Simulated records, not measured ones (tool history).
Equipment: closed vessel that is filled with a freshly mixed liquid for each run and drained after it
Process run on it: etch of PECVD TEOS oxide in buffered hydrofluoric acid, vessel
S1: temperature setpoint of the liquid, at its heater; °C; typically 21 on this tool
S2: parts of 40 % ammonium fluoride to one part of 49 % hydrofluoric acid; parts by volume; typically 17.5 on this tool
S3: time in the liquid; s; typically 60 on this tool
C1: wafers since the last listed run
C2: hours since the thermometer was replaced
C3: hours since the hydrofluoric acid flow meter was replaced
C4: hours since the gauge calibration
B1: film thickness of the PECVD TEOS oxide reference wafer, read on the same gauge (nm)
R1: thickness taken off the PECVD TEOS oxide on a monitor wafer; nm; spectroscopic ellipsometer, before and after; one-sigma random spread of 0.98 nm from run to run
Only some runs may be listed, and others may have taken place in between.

run,hour,S1,S2,S3,C1,C2,C3,C4,B1,R1
1,0,21,17.5,60,0,688.2,424.4,1189.9,90.01,110.19
# hour 13.9: gauge calibrated
2,92.2,21,17.5,60,8175,780.4,516.6,78.3,89.96,113.85
3,159.4,18.5,23,60,5958,847.6,583.8,145.5,90.04,76.96
4,233.8,18.5,23,60,6597,922,658.2,219.9,89.99,76.99
5,276.4,18.5,23,60,3777,964.6,700.8,262.5,90,77.63
6,313.8,21,15,60,3316,1002,738.2,299.9,90,132.85
7,359.5,21,15,60,4052,1047.7,783.9,345.6,90.01,132.96
8,447.5,21,17.5,60,7803,1135.7,871.9,433.6,90,118.7
9,548.7,21,17.5,60,8973,1236.9,973.1,534.8,90.01,116.39
# hour 566.5: thermometer replaced
10,596.3,21,17.5,60,4132,29.8,1020.7,582.4,90,120.46
# hour 607.6: hydrofluoric acid flow meter replaced
11,699.3,21,17.5,60,9044,132.8,91.7,685.4,89.99,106.62
12,776.3,17,13.5,45,6827,209.8,168.7,762.4,89.99,83.45
13,835.3,21,17.5,60,5231,268.8,227.7,821.4,90.03,107.87
14,924.1,21,17.5,60,7874,357.6,316.5,910.2,90,109.44
15,1030.9,19.5,17.5,60,9470,464.4,423.3,1017,90,101.51
16,1132.2,21,17.5,60,8982,565.7,524.6,1118.3,90,112.03
# hour 1138: gauge calibrated
17,1204.4,17,17.5,35,6402,637.9,596.8,66.4,90.01,51.51
18,1293.5,26,11.5,30,7900,727,685.9,155.5,89.99,112.71
19,1395,18,17.5,60,9000,828.5,787.4,257,90,97.72
20,1446.8,21,17.5,30,4593,880.3,839.2,308.8,90,58.43
21,1509.3,18.5,17.5,60,5542,942.8,901.7,371.3,90.02,101.53
22,1600.1,21,17.5,60,8051,1033.6,992.5,462.1,89.99,117.71
# hour 1641.1: hydrofluoric acid flow meter replaced
23,1668,21,22.5,60,5932,1101.5,26.9,530,89.99,85.66

4 ways to go on from here, each from the tool as it stands after run 23. What would each give?
A,1668.7,21,17.5,35,62,1102.2,27.6,530.7,?,?
B,1668.7,23.5,22,60,62,1102.2,27.6,530.7,?,?
C,1668.7,21,17.5,40,62,1102.2,27.6,530.7,?,?
D,1668.7,22.5,17.5,60,62,1102.2,27.6,530.7,?,?

run,B1,R1
A,90.01,62.01
B,90.01,100.02
C,90.01,70.87
D,90.01,115.53
With no hidden state in the tool, these same runs would have given:
run,R1
A,61.61
B,99.57
C,70.42
D,114.79
